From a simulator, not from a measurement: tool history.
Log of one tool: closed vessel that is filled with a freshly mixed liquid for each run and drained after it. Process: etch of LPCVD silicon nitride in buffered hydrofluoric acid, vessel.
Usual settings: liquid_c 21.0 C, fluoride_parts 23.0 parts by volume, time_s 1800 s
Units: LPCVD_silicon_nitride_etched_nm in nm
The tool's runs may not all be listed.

run   hour  liquid_c  fluoride_parts  time_s  wafers since the last listed run  hours since the thermometer was replaced  hours since the hydrofluoric acid flow meter was replaced  hours since the gauge calibration  read-back film thickness of the LPCVD silicon nitride reference wafer, read on the same gauge (nm)  LPCVD_silicon_nitride_etched_nm
  1    0.0      21.0            23.0    1800                                 0                                    2638.9                                                     1946.3                              293.9                                                                                               30.00                            10.94
      27.1  -- gauge calibrated
  2  102.0      21.0            23.0    1800                              4664                                    2740.9                                                     2048.3                               74.9                                                                                               29.99                            11.03
  3  116.4      21.0            23.0    1800                               658                                    2755.3                                                     2062.7                               89.3                                                                                               29.97                            11.02
  4  139.5      21.0            16.5    1800                              1056                                    2778.4                                                     2085.8                              112.4                                                                                               30.02                            15.15
     141.5  -- hydrofluoric acid flow meter replaced
  5  155.8      21.0            16.5    1800                               699                                    2794.7                                                       14.3                              128.7                                                                                               30.05                            13.74
  6  190.7      21.0            16.5    1800                              1596                                    2829.6                                                       49.2                              163.6                                                                                               30.01                            13.65
  7  223.8      21.0            23.0    1800                              1513                                    2862.7                                                       82.3                              196.7                                                                                               29.98                            10.29
  8  237.7      21.0            23.0    1800                               635                                    2876.6                                                       96.2                              210.6                                                                                               29.97                            10.36
  9  272.4      25.5            30.0    1495                              1586                                    2911.3                                                      130.9                              245.3                                                                                               30.00                             9.17
 10  307.5      21.0            23.0    1800                              1605                                    2946.4                                                      166.0                              280.4                                                                                               30.00                            10.34

The next listed run, before its measurement:
 11  343.5      23.0            16.5    2585                              1646                                    2982.4                                                      202.0                              316.4                                                                                                   ?                                ?

{"run 11": {"read-back film thickness of the LPCVD silicon nitride reference wafer, read on the same gauge (nm)": 30.01, "LPCVD_silicon_nitride_etched_nm": 22.23}}
Without the tool's hidden state the same run would have given LPCVD_silicon_nitride_etched_nm 21.65 nm.
